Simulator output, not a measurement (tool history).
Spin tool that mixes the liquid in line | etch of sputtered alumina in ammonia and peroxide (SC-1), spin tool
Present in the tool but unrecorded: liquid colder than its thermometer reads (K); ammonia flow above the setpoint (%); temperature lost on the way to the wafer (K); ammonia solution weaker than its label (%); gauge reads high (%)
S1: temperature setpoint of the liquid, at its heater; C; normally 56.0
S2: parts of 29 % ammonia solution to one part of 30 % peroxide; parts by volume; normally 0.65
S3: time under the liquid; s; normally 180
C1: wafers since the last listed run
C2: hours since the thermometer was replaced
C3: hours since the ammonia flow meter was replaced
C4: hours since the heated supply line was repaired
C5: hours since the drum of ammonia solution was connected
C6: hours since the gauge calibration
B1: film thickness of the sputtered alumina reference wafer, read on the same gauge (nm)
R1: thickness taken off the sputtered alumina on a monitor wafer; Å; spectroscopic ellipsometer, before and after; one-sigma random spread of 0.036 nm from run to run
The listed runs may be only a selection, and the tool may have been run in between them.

{"run": 1, "day": 0.0, "S1": 56.0, "S2": 0.65, "S3": 240, "C1": 0, "C2": 2244.6, "C3": 1489.0, "C4": 3219.5, "C5": 659.6, "C6": 54.9, "B1": 70.05, "R1": 131.2}
{"run": 2, "day": 0.617, "S1": 56.0, "S2": 0.65, "S3": 250, "C1": 114, "C2": 2259.4, "C3": 1503.8, "C4": 3234.3, "C5": 674.4, "C6": 69.7, "B1": 70.04, "R1": 137.2}
{"run": 3, "day": 1.017, "S1": 56.0, "S2": 0.5, "S3": 180, "C1": 74, "C2": 2269.0, "C3": 1513.4, "C4": 3243.9, "C5": 684.0, "C6": 79.3, "B1": 70.04, "R1": 95.6}
{"run": 4, "day": 1.742, "S1": 56.0, "S2": 0.55, "S3": 125, "C1": 134, "C2": 2286.4, "C3": 1530.8, "C4": 3261.3, "C5": 701.4, "C6": 96.7, "B1": 70.0, "R1": 67.0}
{"run": 5, "day": 2.004, "S1": 56.0, "S2": 0.55, "S3": 125, "C1": 48, "C2": 2292.7, "C3": 1537.1, "C4": 3267.6, "C5": 707.7, "C6": 103.0, "B1": 69.98, "R1": 67.6}
{"run": 6, "day": 4.058, "S1": 56.0, "S2": 0.55, "S3": 125, "C1": 380, "C2": 2342.0, "C3": 1586.4, "C4": 3316.9, "C5": 757.0, "C6": 152.3, "B1": 70.02, "R1": 67.3}
{"run": 7, "day": 4.608, "S1": 56.0, "S2": 0.65, "S3": 180, "C1": 101, "C2": 2355.2, "C3": 1599.6, "C4": 3330.1, "C5": 770.2, "C6": 165.5, "B1": 69.97, "R1": 98.3}
{"run": 8, "day": 5.229, "S1": 56.0, "S2": 0.65, "S3": 180, "C1": 114, "C2": 2370.1, "C3": 1614.5, "C4": 3345.0, "C5": 785.1, "C6": 180.4, "B1": 69.96, "R1": 98.1}
{"run": 9, "day": 6.079, "S1": 52.0, "S2": 0.65, "S3": 180, "C1": 157, "C2": 2390.5, "C3": 1634.9, "C4": 3365.4, "C5": 805.5, "C6": 200.8, "B1": 69.99, "R1": 78.4}
{"day": 6.208, "done": "thermometer replaced"}
{"day": 6.675, "done": "ammonia flow meter replaced"}
{"run": 10, "day": 6.796, "S1": 56.0, "S2": 0.65, "S3": 180, "C1": 117, "C2": 14.1, "C3": 2.9, "C4": 3382.6, "C5": 822.7, "C6": 218.0, "B1": 70.02, "R1": 110.9}
{"run": 11, "day": 7.108, "S1": 56.0, "S2": 0.65, "S3": 180, "C1": 57, "C2": 21.6, "C3": 10.4, "C4": 3390.1, "C5": 830.2, "C6": 225.5, "B1": 69.94, "R1": 111.1}
{"run": 12, "day": 8.7, "S1": 52.0, "S2": 0.65, "S3": 230, "C1": 294, "C2": 59.8, "C3": 48.6, "C4": 3428.3, "C5": 868.4, "C6": 263.7, "B1": 70.06, "R1": 114.8}
{"run": 13, "day": 9.412, "S1": 56.0, "S2": 0.55, "S3": 125, "C1": 131, "C2": 76.9, "C3": 65.7, "C4": 3445.4, "C5": 885.5, "C6": 280.8, "B1": 70.0, "R1": 75.8}
{"day": 9.496, "done": "gauge calibrated"}
{"run": 14, "day": 9.7, "S1": 59.0, "S2": 0.85, "S3": 180, "C1": 53, "C2": 83.8, "C3": 72.6, "C4": 3452.3, "C5": 892.4, "C6": 4.9, "B1": 69.99, "R1": 132.5}
{"day": 10.075, "done": "heated supply line repaired"}
{"day": 10.392, "done": "new drum of ammonia solution connected"}
{"run": 15, "day": 10.412, "S1": 50.0, "S2": 0.75, "S3": 80, "C1": 116, "C2": 100.9, "C3": 89.7, "C4": 8.1, "C5": 0.5, "C6": 22.0, "B1": 70.02, "R1": 36.1}
{"run": 16, "day": 10.696, "S1": 56.0, "S2": 0.5, "S3": 180, "C1": 52, "C2": 107.7, "C3": 96.5, "C4": 14.9, "C5": 7.3, "C6": 28.8, "B1": 69.98, "R1": 107.8}
{"run": 17, "day": 12.7, "S1": 56.0, "S2": 0.65, "S3": 110, "C1": 371, "C2": 155.8, "C3": 144.6, "C4": 63.0, "C5": 55.4, "C6": 76.9, "B1": 70.02, "R1": 67.3}
{"run": 18, "day": 13.0, "S1": 56.0, "S2": 0.65, "S3": 180, "C1": 55, "C2": 163.0, "C3": 151.8, "C4": 70.2, "C5": 62.6, "C6": 84.1, "B1": 69.98, "R1": 110.3}
{"run": 19, "day": 13.533, "S1": 53.0, "S2": 0.55, "S3": 80, "C1": 98, "C2": 175.8, "C3": 164.6, "C4": 83.0, "C5": 75.4, "C6": 96.9, "B1": 69.96, "R1": 41.2}
{"run": 20, "day": 14.038, "S1": 46.5, "S2": 0.65, "S3": 285, "C1": 93, "C2": 187.9, "C3": 176.7, "C4": 95.1, "C5": 87.5, "C6": 109.0, "B1": 70.02, "R1": 104.1}
{"run": 21, "day": 14.717, "S1": 61.0, "S2": 0.85, "S3": 105, "C1": 125, "C2": 204.2, "C3": 193.0, "C4": 111.4, "C5": 103.8, "C6": 125.3, "B1": 70.03, "R1": 85.3}
{"run": 22, "day": 15.412, "S1": 56.0, "S2": 0.65, "S3": 115, "C1": 128, "C2": 220.9, "C3": 209.7, "C4": 128.1, "C5": 120.5, "C6": 142.0, "B1": 70.01, "R1": 70.4}
{"run": 23, "day": 16.092, "S1": 62.5, "S2": 0.4, "S3": 180, "C1": 125, "C2": 237.2, "C3": 226.0, "C4": 144.4, "C5": 136.8, "C6": 158.3, "B1": 70.01, "R1": 147.2}
{"run": 24, "day": 16.367, "S1": 56.0, "S2": 0.95, "S3": 250, "C1": 50, "C2": 243.8, "C3": 232.6, "C4": 151.0, "C5": 143.4, "C6": 164.9, "B1": 69.98, "R1": 157.5}
{"run": 25, "day": 16.996, "S1": 56.0, "S2": 0.65, "S3": 100, "C1": 116, "C2": 258.9, "C3": 247.7, "C4": 166.1, "C5": 158.5, "C6": 180.0, "B1": 70.03, "R1": 61.0}

Each run again, without the hidden state but with its own random variation kept:
run=1 R1=149.3
run=2 R1=156.3
run=3 R1=108.9
run=4 R1=76.4
run=5 R1=77.1
run=6 R1=77.0
run=7 R1=112.5
run=8 R1=112.5
run=9 R1=90.2
run=10 R1=111.8
run=11 R1=112.1
run=12 R1=116.1
run=13 R1=76.7
run=14 R1=134.0
run=15 R1=36.6
run=16 R1=109.2
run=17 R1=68.4
run=18 R1=112.2
run=19 R1=41.9
run=20 R1=106.1
run=21 R1=86.9
run=22 R1=71.8
run=23 R1=150.0
run=24 R1=160.8
run=25 R1=62.3

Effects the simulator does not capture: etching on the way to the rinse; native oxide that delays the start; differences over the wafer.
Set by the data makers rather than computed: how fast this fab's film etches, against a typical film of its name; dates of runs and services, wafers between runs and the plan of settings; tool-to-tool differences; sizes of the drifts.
